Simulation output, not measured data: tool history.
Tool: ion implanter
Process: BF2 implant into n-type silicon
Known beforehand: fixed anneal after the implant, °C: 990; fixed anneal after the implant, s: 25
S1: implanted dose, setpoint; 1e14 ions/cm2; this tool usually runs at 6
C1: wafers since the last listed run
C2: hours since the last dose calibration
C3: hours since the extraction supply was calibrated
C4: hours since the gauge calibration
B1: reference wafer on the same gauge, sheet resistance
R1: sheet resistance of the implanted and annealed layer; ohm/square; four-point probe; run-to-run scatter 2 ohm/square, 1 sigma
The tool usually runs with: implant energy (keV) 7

{"run": 1, "day": 0.0, "S1": 6.42, "implant energy (keV)": 8.5, "C1": 0, "C2": 1564.3, "C3": 5190.9, "C4": 18.9, "B1": 333.06, "R1": 312.96}
{"run": 2, "day": 0.404, "S1": 6.42, "implant energy (keV)": 8.5, "C1": 205, "C2": 1574, "C3": 5200.6, "C4": 28.6, "B1": 333.12, "R1": 316.34}
{"run": 3, "day": 1.029, "S1": 6.42, "implant energy (keV)": 8.5, "C1": 317, "C2": 1589, "C3": 5215.6, "C4": 43.6, "B1": 332.69, "R1": 316.98}
{"run": 4, "day": 1.571, "S1": 6, "implant energy (keV)": 7, "C1": 275, "C2": 1602, "C3": 5228.6, "C4": 56.6, "B1": 332.97, "R1": 350.01}
{"run": 5, "day": 1.921, "S1": 6, "implant energy (keV)": 7, "C1": 177, "C2": 1610.4, "C3": 5237, "C4": 65, "B1": 333.48, "R1": 346.66}
{"day": 3.329, "done": "Faraday cup replaced and dose calibrated"}
{"run": 6, "day": 3.846, "S1": 6, "implant energy (keV)": 7, "C1": 808, "C2": 12.4, "C3": 5283.2, "C4": 111.2, "B1": 333.56, "R1": 348.6}
{"day": 4.412, "done": "extraction supply calibrated"}
{"run": 7, "day": 4.433, "S1": 6, "implant energy (keV)": 7, "C1": 129, "C2": 26.5, "C3": 0.5, "C4": 125.3, "B1": 333.05, "R1": 344.26}
{"run": 8, "day": 4.446, "S1": 5.43, "implant energy (keV)": 8, "C1": 6, "C2": 26.8, "C3": 0.8, "C4": 125.6, "B1": 333.11, "R1": 347.44}
{"day": 4.721, "done": "gauge calibrated"}
{"run": 9, "day": 4.767, "S1": 6.51, "implant energy (keV)": 7, "C1": 162, "C2": 34.5, "C3": 8.5, "C4": 1.1, "B1": 333.55, "R1": 338.04}
{"run": 10, "day": 5.275, "S1": 6, "implant energy (keV)": 9, "C1": 258, "C2": 46.7, "C3": 20.7, "C4": 13.3, "B1": 333.03, "R1": 319.28}
{"run": 11, "day": 5.625, "S1": 6, "implant energy (keV)": 7, "C1": 177, "C2": 55.1, "C3": 29.1, "C4": 21.7, "B1": 332.48, "R1": 349.6}
{"run": 12, "day": 6.25, "S1": 6, "implant energy (keV)": 7, "C1": 317, "C2": 70.1, "C3": 44.1, "C4": 36.7, "B1": 332.68, "R1": 351.06}
{"run": 13, "day": 6.8, "S1": 6.55, "implant energy (keV)": 7, "C1": 279, "C2": 83.3, "C3": 57.3, "C4": 49.9, "B1": 332.38, "R1": 333.08}
{"run": 14, "day": 7.192, "S1": 6.61, "implant energy (keV)": 9.5, "C1": 198, "C2": 92.7, "C3": 66.7, "C4": 59.3, "B1": 332.16, "R1": 303.36}

Consider 4 possible next runs. They are alternatives, not a sequence: every one starts from the tool as it was left by run 14. What does each give?
{"run": "A", "day": 7.208, "S1": 7.13, "implant energy (keV)": 7, "C1": 8, "C2": 93.1, "C3": 67.1, "C4": 59.7, "B1": "?", "R1": "?"}
{"run": "B", "day": 7.208, "S1": 7.66, "implant energy (keV)": 7, "C1": 8, "C2": 93.1, "C3": 67.1, "C4": 59.7, "B1": "?", "R1": "?"}
{"run": "C", "day": 7.208, "S1": 5, "implant energy (keV)": 4.5, "C1": 8, "C2": 93.1, "C3": 67.1, "C4": 59.7, "B1": "?", "R1": "?"}
{"run": "D", "day": 7.208, "S1": 4.75, "implant energy (keV)": 6, "C1": 8, "C2": 93.1, "C3": 67.1, "C4": 59.7, "B1": "?", "R1": "?"}

run=A B1=333.12 R1=321.99
run=B B1=333.12 R1=314.77
run=C B1=333.12 R1=436.86
run=D B1=333.12 R1=406.04
Had the tool no hidden state, the same runs would have come out as:
run=A R1=321.99
run=B R1=314.77
run=C R1=436.86
run=D R1=406.04
